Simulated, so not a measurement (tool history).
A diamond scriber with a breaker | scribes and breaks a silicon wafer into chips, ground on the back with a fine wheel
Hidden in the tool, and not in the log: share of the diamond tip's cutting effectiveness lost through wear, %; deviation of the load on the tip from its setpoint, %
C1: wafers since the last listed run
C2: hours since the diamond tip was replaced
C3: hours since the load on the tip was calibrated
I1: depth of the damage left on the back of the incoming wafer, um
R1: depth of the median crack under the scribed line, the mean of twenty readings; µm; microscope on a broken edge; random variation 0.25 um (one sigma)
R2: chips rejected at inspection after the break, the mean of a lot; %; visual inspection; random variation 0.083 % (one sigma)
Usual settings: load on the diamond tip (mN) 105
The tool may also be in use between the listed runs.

Run 1, hour 0.0: usual settings but load on the diamond tip (mN) 116; C1 0; C2 134.8; C3 382.8; I1 1.56. Result: R1 12.46 µm, R2 1.63 %.
Run 2, hour 56.5: usual settings but load on the diamond tip (mN) 116; C1 142; C2 191.3; C3 439.3; I1 2.58. Result: R1 12.44 µm, R2 3.17 %.
Run 3, hour 105.2: usual settings; C1 123; C2 240.0; C3 488.0; I1 2.54. Result: R1 11.07 µm, R2 6.38 %.
Run 4, hour 149.8: usual settings; C1 112; C2 284.6; C3 532.6; I1 2.65. Result: R1 11.22 µm, R2 7.26 %.
At hour 197.0: diamond tip replaced by a new one.
Run 5, hour 210.7: usual settings; C1 148; C2 13.7; C3 593.5; I1 1.80. Result: R1 13.40 µm, R2 1.27 %.
Run 6, hour 246.4: usual settings; C1 90; C2 49.4; C3 629.2; I1 1.52. Result: R1 12.42 µm, R2 2.06 %.
Run 7, hour 279.2: usual settings; C1 82; C2 82.2; C3 662.0; I1 1.60. Result: R1 12.22 µm, R2 2.71 %.
Run 8, hour 353.0: usual settings; C1 186; C2 156.0; C3 735.8; I1 2.65. Result: R1 11.68 µm, R2 5.51 %.
Run 9, hour 385.4: usual settings; C1 81; C2 188.4; C3 768.2; I1 1.59. Result: R1 11.74 µm, R2 5.08 %.
Run 10, hour 443.5: usual settings; C1 146; C2 246.5; C3 826.3; I1 1.61. Result: R1 11.44 µm, R2 6.51 %.
Run 11, hour 477.5: usual settings; C1 85; C2 280.5; C3 860.3; I1 2.41. Result: R1 11.14 µm, R2 6.18 %.
At hour 513.8: load on the tip recalibrated.
Run 12, hour 524.4: usual settings but load on the diamond tip (mN) 94; C1 113; C2 327.4; C3 10.6; I1 1.85. Result: R1 10.15 µm, R2 12.44 %.
At hour 556.8: diamond tip replaced by a new one, of another model than before.
Run 13, hour 558.4: usual settings but load on the diamond tip (mN) 122; C1 80; C2 1.6; C3 44.6; I1 2.24. Result: R1 14.40 µm, R2 1.66 %.
Run 14, hour 718.4: usual settings but load on the diamond tip (mN) 122; C1 404; C2 161.6; C3 204.6; I1 1.93. Result: R1 12.52 µm, R2 2.03 %.
Run 15, hour 788.5: usual settings; C1 177; C2 231.7; C3 274.7; I1 2.47. Result: R1 11.43 µm, R2 6.11 %.
At hour 840.6: diamond tip replaced by a new one.
Run 16, hour 841.1: usual settings; C1 127; C2 0.5; C3 327.3; I1 1.91. Result: R1 13.60 µm, R2 1.16 %.
Run 17, hour 877.2: usual settings but load on the diamond tip (mN) 81; C1 91; C2 36.6; C3 363.4; I1 1.98. Result: R1 11.43 µm, R2 6.85 %.
Run 18, hour 916.8: usual settings but load on the diamond tip (mN) 128; C1 100; C2 76.2; C3 403.0; I1 1.87. Result: R1 13.45 µm, R2 1.07 %.
Run 19, hour 968.1: usual settings; C1 129; C2 127.5; C3 454.3; I1 1.57. Result: R1 11.73 µm, R2 3.61 %.
Run 20, hour 1014.1: usual settings but load on the diamond tip (mN) 89; C1 116; C2 173.5; C3 500.3; I1 2.69. Result: R1 10.86 µm, R2 10.28 %.
Run 21, hour 1075.4: usual settings; C1 154; C2 234.8; C3 561.6; I1 2.04. Result: R1 11.53 µm, R2 5.30 %.
Run 22, hour 1101.8: usual settings but load on the diamond tip (mN) 117; C1 66; C2 261.2; C3 588.0; I1 2.87. Result: R1 11.85 µm, R2 3.80 %.
At hour 1121.6: diamond tip replaced by a new one.
Run 23, hour 1154.5: usual settings but load on the diamond tip (mN) 73; C1 128; C2 32.9; C3 640.7; I1 2.78. Result: R1 10.80 µm, R2 10.71 %.
Run 24, hour 1179.6: usual settings but load on the diamond tip (mN) 131; C1 63; C2 58.0; C3 665.8; I1 2.57. Result: R1 13.29 µm, R2 1.51 %.
Run 25, hour 1205.5: usual settings but load on the diamond tip (mN) 96; C1 65; C2 83.9; C3 691.7; I1 1.51. Result: R1 11.15 µm, R2 5.34 %.
Run 26, hour 1266.3: usual settings but load on the diamond tip (mN) 124; C1 153; C2 144.7; C3 752.5; I1 1.87. Result: R1 12.77 µm, R2 2.36 %.
Run 27, hour 1324.3: usual settings; C1 146; C2 202.7; C3 810.5; I1 1.87. Result: R1 11.37 µm, R2 6.58 %.
Run 28, hour 1366.2: usual settings but load on the diamond tip (mN) 134; C1 105; C2 244.6; C3 852.4; I1 1.54. Result: R1 12.32 µm, R2 1.79 %.
Run 29, hour 1396.3: usual settings but load on the diamond tip (mN) 136; C1 76; C2 274.7; C3 882.5; I1 1.63. Result: R1 12.55 µm, R2 1.93 %.
At hour 1420.0: diamond tip replaced by a new one.
Run 30, hour 1425.5: usual settings but load on the diamond tip (mN) 133; C1 68; C2 5.5; C3 911.7; I1 2.17. Result: R1 14.90 µm, R2 3.02 %.
Run 31, hour 1493.0: usual settings but load on the diamond tip (mN) 87; C1 170; C2 73.0; C3 979.2; I1 2.98. Result: R1 11.01 µm, R2 7.61 %.
At hour 1557.8: load on the tip recalibrated.
Run 32, hour 1558.9: usual settings but load on the diamond tip (mN) 92; C1 161; C2 138.9; C3 1.1; I1 1.65. Result: R1 11.15 µm, R2 6.25 %.
Run 33, hour 1607.0: usual settings but load on the diamond tip (mN) 125; C1 121; C2 187.0; C3 49.2; I1 1.63. Result: R1 13.09 µm, R2 1.67 %.

Forecast each of these 3 alternatives for the next run:
Run A, hour 1607.7: usual settings; C1 1; C2 187.7; C3 49.9; I1 1.95. Result: R1 ?, R2 ?.
Run B, hour 1607.7: usual settings but load on the diamond tip (mN) 126; C1 1; C2 187.7; C3 49.9; I1 1.95. Result: R1 ?, R2 ?.
Run C, hour 1607.7: usual settings but load on the diamond tip (mN) 115; C1 1; C2 187.7; C3 49.9; I1 1.95. Result: R1 ?, R2 ?.

run     R1    R2
  A  11.71  4.35
  B  12.86  1.61
  C  12.27  2.70
Without the tool's hidden state the same runs would have given:
run     R1    R2
  A  13.61  1.12
  B  14.94  2.27
  C  14.25  1.38
